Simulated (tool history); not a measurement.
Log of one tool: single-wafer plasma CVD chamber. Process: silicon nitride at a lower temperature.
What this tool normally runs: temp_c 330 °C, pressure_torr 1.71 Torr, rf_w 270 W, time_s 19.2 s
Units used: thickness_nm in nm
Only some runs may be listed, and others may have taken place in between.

run   hour  temp_c  pressure_torr  rf_w  time_s  read-back reference wafer on the same gauge, thickness_nm  thickness_nm
  1    0.0     320           1.71   270    19.2                                                     23.812        21.969
  2   15.9     320           1.71   270    19.2                                                     23.797        21.934
  3   25.9     320           1.71   270    19.2                                                     23.798        21.974
  4   40.4     330           1.71   270    19.2                                                     23.799        21.830
  5   47.9     330           1.71   270    19.2                                                     23.805        21.834
  6   64.2     330           1.71   270    19.2                                                     23.807        21.866
  7   79.4     339           1.44   270    19.2                                                     23.804        19.861
      95.9  -- thermocouple changed; heater temperature recalibrated
  8   96.4     339           1.44   270    19.2                                                     23.802        19.822
  9  110.1     330           2.02   270    19.2                                                     23.804        23.277
 10  124.0     330           1.71   270    19.2                                                     23.798        21.712
 11  133.1     330           1.71   270    19.2                                                     23.796        21.765
     145.2  -- RF generator calibrated
     153.9  -- showerhead replaced
     169.2  -- gauge calibrated
 12  170.7     337           1.71   245    20.2                                                     23.800        22.271
 13  178.3     324           1.71   300    21.0                                                     23.797        27.128
 14  193.3     330           1.71   270    19.2                                                     23.790        22.872
     204.3  -- capacitance manometer re-zeroed and calibrated
 15  214.7     341           1.71   270    16.5                                                     23.798        19.584
 16  228.0     343           1.71   240    22.4                                                     23.804        24.260
 17  237.3     330           2.04   220    19.2                                                     23.803        21.052
 18  248.9     330           1.71   270    19.2                                                     23.799        22.795
 19  265.3     323           2.07   225    17.5                                                     23.803        19.655
 20  274.6     320           1.71   270    19.2                                                     23.806        22.923
 21  285.5     341           2.11   300    16.9                                                     23.800        23.462
 22  299.2     330           1.71   270    19.2                                                     23.796        22.802
 23  312.2     330           1.71   270    22.5                                                     23.802        26.623

Some steps in thickness_nm, run to run, broken into two amounts with sign: the step expected even without the hidden condition (settings, incoming material, random variation), and the rest, left for the hidden condition together with whatever gauge scatter is not in both the measured and the hidden-condition-free result:
Hidden state present: wafer temperature above the value expected at the setpoint (K); delivered RF power above the setpoint (%); true pressure above the setpoint (%); gauge reads high (%).
Run 8 -> 9: temp_c 339 -> 330, pressure_torr 1.44 -> 2.02. thickness_nm +3.455 nm: hidden state -0.220, all else +3.675.
Run 11 -> 12: temp_c 330 -> 337, rf_w 270 -> 245, time_s 19.2 -> 20.2, RF generator calibrated, showerhead replaced, gauge calibrated. thickness_nm +0.506 nm: hidden state +1.168, all else -0.662.
Run 12 -> 13: temp_c 337 -> 324, rf_w 245 -> 300, time_s 20.2 -> 21.0. thickness_nm +4.857 nm: hidden state -0.033, all else +4.890.
Run 15 -> 16: temp_c 341 -> 343, rf_w 270 -> 240, time_s 16.5 -> 22.4. thickness_nm +4.676 nm: hidden state -0.057, all else +4.733.

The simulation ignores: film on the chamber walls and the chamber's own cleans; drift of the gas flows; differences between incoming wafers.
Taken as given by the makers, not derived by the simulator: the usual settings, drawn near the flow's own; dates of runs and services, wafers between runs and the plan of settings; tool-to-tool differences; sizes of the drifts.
